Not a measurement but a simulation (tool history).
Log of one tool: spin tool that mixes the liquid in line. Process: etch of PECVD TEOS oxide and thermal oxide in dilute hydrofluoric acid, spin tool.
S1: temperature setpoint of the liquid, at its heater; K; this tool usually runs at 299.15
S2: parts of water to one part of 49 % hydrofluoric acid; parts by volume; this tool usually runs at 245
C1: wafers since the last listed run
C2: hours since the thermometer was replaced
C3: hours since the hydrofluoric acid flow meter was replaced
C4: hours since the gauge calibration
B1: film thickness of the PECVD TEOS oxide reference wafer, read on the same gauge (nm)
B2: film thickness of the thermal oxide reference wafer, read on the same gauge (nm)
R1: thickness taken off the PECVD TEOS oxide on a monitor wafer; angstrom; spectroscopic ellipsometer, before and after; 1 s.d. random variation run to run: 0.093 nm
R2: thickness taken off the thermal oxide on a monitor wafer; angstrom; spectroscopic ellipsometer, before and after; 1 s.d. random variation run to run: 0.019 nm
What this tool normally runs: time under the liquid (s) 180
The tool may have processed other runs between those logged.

{"run": 1, "hour": 0.0, "S1": 303.15, "S2": 245, "time under the liquid (s)": 120, "C1": 0, "C2": 1725.7, "C3": 1491.0, "C4": 932.8, "B1": 51.76, "B2": 82.874, "R1": 77.4, "R2": 22.69}
{"hour": 24.1, "done": "thermometer replaced"}
{"run": 2, "hour": 31.6, "S1": 303.15, "S2": 245, "time under the liquid (s)": 120, "C1": 298, "C2": 7.5, "C3": 1522.6, "C4": 964.4, "B1": 51.87, "B2": 82.959, "R1": 79.0, "R2": 22.57}
{"run": 3, "hour": 50.8, "S1": 300.15, "S2": 245, "time under the liquid (s)": 180, "C1": 187, "C2": 26.7, "C3": 1541.8, "C4": 983.6, "B1": 51.87, "B2": 83.036, "R1": 105.7, "R2": 30.83}
{"run": 4, "hour": 67.3, "S1": 300.15, "S2": 245, "time under the liquid (s)": 180, "C1": 161, "C2": 43.2, "C3": 1558.3, "C4": 1000.1, "B1": 51.92, "B2": 83.06, "R1": 107.7, "R2": 30.83}
{"hour": 69.9, "done": "gauge calibrated"}
{"run": 5, "hour": 82.9, "S1": 300.15, "S2": 245, "time under the liquid (s)": 180, "C1": 152, "C2": 58.8, "C3": 1573.9, "C4": 13.0, "B1": 49.98, "B2": 79.979, "R1": 101.7, "R2": 29.73}
{"run": 6, "hour": 98.6, "S1": 299.15, "S2": 245, "time under the liquid (s)": 180, "C1": 153, "C2": 74.5, "C3": 1589.6, "C4": 28.7, "B1": 50.01, "B2": 80.035, "R1": 101.0, "R2": 28.67}
{"run": 7, "hour": 117.7, "S1": 299.15, "S2": 245, "time under the liquid (s)": 140, "C1": 186, "C2": 93.6, "C3": 1608.7, "C4": 47.8, "B1": 50.06, "B2": 80.114, "R1": 77.1, "R2": 22.34}
{"run": 8, "hour": 151.0, "S1": 299.15, "S2": 325, "time under the liquid (s)": 180, "C1": 325, "C2": 126.9, "C3": 1642.0, "C4": 81.1, "B1": 50.13, "B2": 80.2, "R1": 70.3, "R2": 19.93}
{"hour": 155.4, "done": "hydrofluoric acid flow meter replaced"}
{"run": 9, "hour": 171.5, "S1": 299.15, "S2": 245, "time under the liquid (s)": 180, "C1": 190, "C2": 147.4, "C3": 16.1, "C4": 101.6, "B1": 50.23, "B2": 80.318, "R1": 100.1, "R2": 28.75}
{"run": 10, "hour": 188.4, "S1": 302.65, "S2": 360, "time under the liquid (s)": 220, "C1": 165, "C2": 164.3, "C3": 33.0, "C4": 118.5, "B1": 50.2, "B2": 80.331, "R1": 82.0, "R2": 23.58}
{"run": 11, "hour": 210.4, "S1": 299.15, "S2": 320, "time under the liquid (s)": 135, "C1": 214, "C2": 186.3, "C3": 55.0, "C4": 140.5, "B1": 50.26, "B2": 80.407, "R1": 54.5, "R2": 15.15}
{"run": 12, "hour": 239.2, "S1": 299.15, "S2": 245, "time under the liquid (s)": 285, "C1": 281, "C2": 215.1, "C3": 83.8, "C4": 169.3, "B1": 50.34, "B2": 80.487, "R1": 159.3, "R2": 45.39}
{"run": 13, "hour": 272.9, "S1": 297.15, "S2": 185, "time under the liquid (s)": 90, "C1": 329, "C2": 248.8, "C3": 117.5, "C4": 203.0, "B1": 50.38, "B2": 80.586, "R1": 65.7, "R2": 18.95}
{"run": 14, "hour": 299.8, "S1": 301.65, "S2": 130, "time under the liquid (s)": 180, "C1": 262, "C2": 275.7, "C3": 144.4, "C4": 229.9, "B1": 50.48, "B2": 80.708, "R1": 237.3, "R2": 67.54}
{"run": 15, "hour": 320.9, "S1": 299.15, "S2": 285, "time under the liquid (s)": 180, "C1": 206, "C2": 296.8, "C3": 165.5, "C4": 251.0, "B1": 50.49, "B2": 80.771, "R1": 82.1, "R2": 23.82}
{"run": 16, "hour": 427.9, "S1": 296.65, "S2": 245, "time under the liquid (s)": 105, "C1": 1044, "C2": 403.8, "C3": 272.5, "C4": 358.0, "B1": 50.68, "B2": 81.099, "R1": 53.9, "R2": 15.29}
{"run": 17, "hour": 441.9, "S1": 301.15, "S2": 245, "time under the liquid (s)": 265, "C1": 136, "C2": 417.8, "C3": 286.5, "C4": 372.0, "B1": 50.72, "B2": 81.133, "R1": 158.8, "R2": 46.28}
{"run": 18, "hour": 472.0, "S1": 301.65, "S2": 325, "time under the liquid (s)": 135, "C1": 293, "C2": 447.9, "C3": 316.6, "C4": 402.1, "B1": 50.82, "B2": 81.27, "R1": 57.1, "R2": 16.17}
{"run": 19, "hour": 498.6, "S1": 299.15, "S2": 245, "time under the liquid (s)": 180, "C1": 259, "C2": 474.5, "C3": 343.2, "C4": 428.7, "B1": 50.82, "B2": 81.332, "R1": 100.6, "R2": 29.07}
{"run": 20, "hour": 533.5, "S1": 299.15, "S2": 245, "time under the liquid (s)": 180, "C1": 340, "C2": 509.4, "C3": 378.1, "C4": 463.6, "B1": 50.93, "B2": 81.439, "R1": 102.0, "R2": 29.21}
{"run": 21, "hour": 556.4, "S1": 299.15, "S2": 245, "time under the liquid (s)": 180, "C1": 223, "C2": 532.3, "C3": 401.0, "C4": 486.5, "B1": 50.94, "B2": 81.543, "R1": 102.4, "R2": 28.89}
{"run": 22, "hour": 571.9, "S1": 295.15, "S2": 245, "time under the liquid (s)": 110, "C1": 151, "C2": 547.8, "C3": 416.5, "C4": 502.0, "B1": 50.97, "B2": 81.547, "R1": 54.3, "R2": 15.38}
{"run": 23, "hour": 586.5, "S1": 299.15, "S2": 165, "time under the liquid (s)": 180, "C1": 142, "C2": 562.4, "C3": 431.1, "C4": 516.6, "B1": 51.04, "B2": 81.606, "R1": 165.5, "R2": 47.04}
{"run": 24, "hour": 646.1, "S1": 299.15, "S2": 245, "time under the liquid (s)": 180, "C1": 581, "C2": 622.0, "C3": 490.7, "C4": 576.2, "B1": 51.13, "B2": 81.798, "R1": 100.8, "R2": 29.45}
{"run": 25, "hour": 666.9, "S1": 295.65, "S2": 165, "time under the liquid (s)": 180, "C1": 203, "C2": 642.8, "C3": 511.5, "C4": 597.0, "B1": 51.18, "B2": 81.849, "R1": 145.9, "R2": 41.51}
{"run": 26, "hour": 679.8, "S1": 299.15, "S2": 195, "time under the liquid (s)": 180, "C1": 125, "C2": 655.7, "C3": 524.4, "C4": 609.9, "B1": 51.18, "B2": 81.921, "R1": 134.5, "R2": 39.0}

Below are 4 alternative next runs, each starting from the tool's condition after run 26. Predict each:
{"run": "A", "hour": 680.3, "S1": 299.15, "S2": 245, "time under the liquid (s)": 180, "C1": 4, "C2": 656.2, "C3": 524.9, "C4": 610.4, "B1": "?", "B2": "?", "R1": "?", "R2": "?"}
{"run": "B", "hour": 680.3, "S1": 302.65, "S2": 285, "time under the liquid (s)": 260, "C1": 4, "C2": 656.2, "C3": 524.9, "C4": 610.4, "B1": "?", "B2": "?", "R1": "?", "R2": "?"}
{"run": "C", "hour": 680.3, "S1": 301.65, "S2": 175, "time under the liquid (s)": 90, "C1": 4, "C2": 656.2, "C3": 524.9, "C4": 610.4, "B1": "?", "B2": "?", "R1": "?", "R2": "?"}
{"run": "D", "hour": 680.3, "S1": 296.15, "S2": 205, "time under the liquid (s)": 110, "C1": 4, "C2": 656.2, "C3": 524.9, "C4": 610.4, "B1": "?", "B2": "?", "R1": "?", "R2": "?"}

run=A B1=51.19 B2=81.913 R1=100.9 R2=29.53
run=B B1=51.19 B2=81.913 R1=135.0 R2=39.53
run=C B1=51.19 B2=81.913 R1=83.6 R2=24.47
run=D B1=51.19 B2=81.913 R1=68.9 R2=20.19
Had the tool no hidden state, the same runs would have come out as:
run=A R1=98.5 R2=28.84
run=B R1=131.8 R2=38.61
run=C R1=81.6 R2=23.90
run=D R1=67.3 R2=19.72
